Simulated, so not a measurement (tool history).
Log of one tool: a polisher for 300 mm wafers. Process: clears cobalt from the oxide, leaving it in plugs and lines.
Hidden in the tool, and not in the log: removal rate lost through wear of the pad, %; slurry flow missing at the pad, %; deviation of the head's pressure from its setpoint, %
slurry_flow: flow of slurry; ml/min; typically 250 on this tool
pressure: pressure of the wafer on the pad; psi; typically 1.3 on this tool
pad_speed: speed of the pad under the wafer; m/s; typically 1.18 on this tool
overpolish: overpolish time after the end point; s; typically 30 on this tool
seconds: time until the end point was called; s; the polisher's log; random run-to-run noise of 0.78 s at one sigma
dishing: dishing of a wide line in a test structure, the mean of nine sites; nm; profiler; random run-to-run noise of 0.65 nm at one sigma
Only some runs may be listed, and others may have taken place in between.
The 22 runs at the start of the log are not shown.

run,hour,slurry_flow,pressure,pad_speed,overpolish,wafers since the last listed run,wafers polished on this pad,hours since the slurry nozzle was cleaned,hours since the head pressure was calibrated,"incoming thickness of the incoming film, nm",seconds,dishing
23,592.3,250,1.3,1.18,17,99,1098,238.9,360.3,310.1,95,29.3
24,614.9,185,1.1,1.18,16,162,1261,261.5,382.9,306.5,112.1,26.3
# hour 627.9: worn pad replaced by a new one
25,634.6,250,1.3,1.18,30,113,48,281.2,402.6,308.2,94.3,34.8
26,652.1,250,1.3,1.18,24,125,174,298.7,420.1,306.4,93.2,30.6
27,667.4,250,1.3,1.18,30,110,284,314,435.4,310.5,95.9,32.4
28,680.8,295,1.1,1.18,30,96,380,327.4,448.8,310.4,110.1,33.7
# hour 686.7: head pressure recalibrated
29,695.8,210,1,0.98,14,93,474,342.4,9.1,305.9,135.1,21.4
30,718.8,250,1.3,1.18,30,165,640,365.4,32.1,313.4,92.5,33.2
31,765,250,1.3,1.18,30,332,972,411.6,78.3,309.4,92.3,33.4
32,794.6,165,0.9,1.18,21,213,1185,441.2,107.9,312.1,131.4,27.3
# hour 806.4: worn pad replaced by a new one
33,816.4,250,1.3,1.5,42,128,71,463,129.7,314.4,76.5,34.7

Predict each of these 5 candidate next runs independently; none follows another, all start after run 33:
A,816.9,250,1.3,0.86,30,3,75,463.5,130.2,311.2,?,?
B,816.9,320,0.8,0.86,23,3,75,463.5,130.2,311.2,?,?
C,816.9,185,1.8,0.98,22,3,75,463.5,130.2,311.2,?,?
D,816.9,175,1.1,1.18,22,3,75,463.5,130.2,311.2,?,?
E,816.9,170,1.3,1.18,30,3,75,463.5,130.2,311.2,?,?

run,seconds,dishing
A,120.3,32.5
B,175.5,25.2
C,84.5,32.6
D,112.1,30
E,97.7,33.9
Without the tool's hidden state the same runs would have given:
run,seconds,dishing
A,119.8,32.5
B,174.9,25.2
C,84.2,32.7
D,111.7,30
E,97.4,33.9
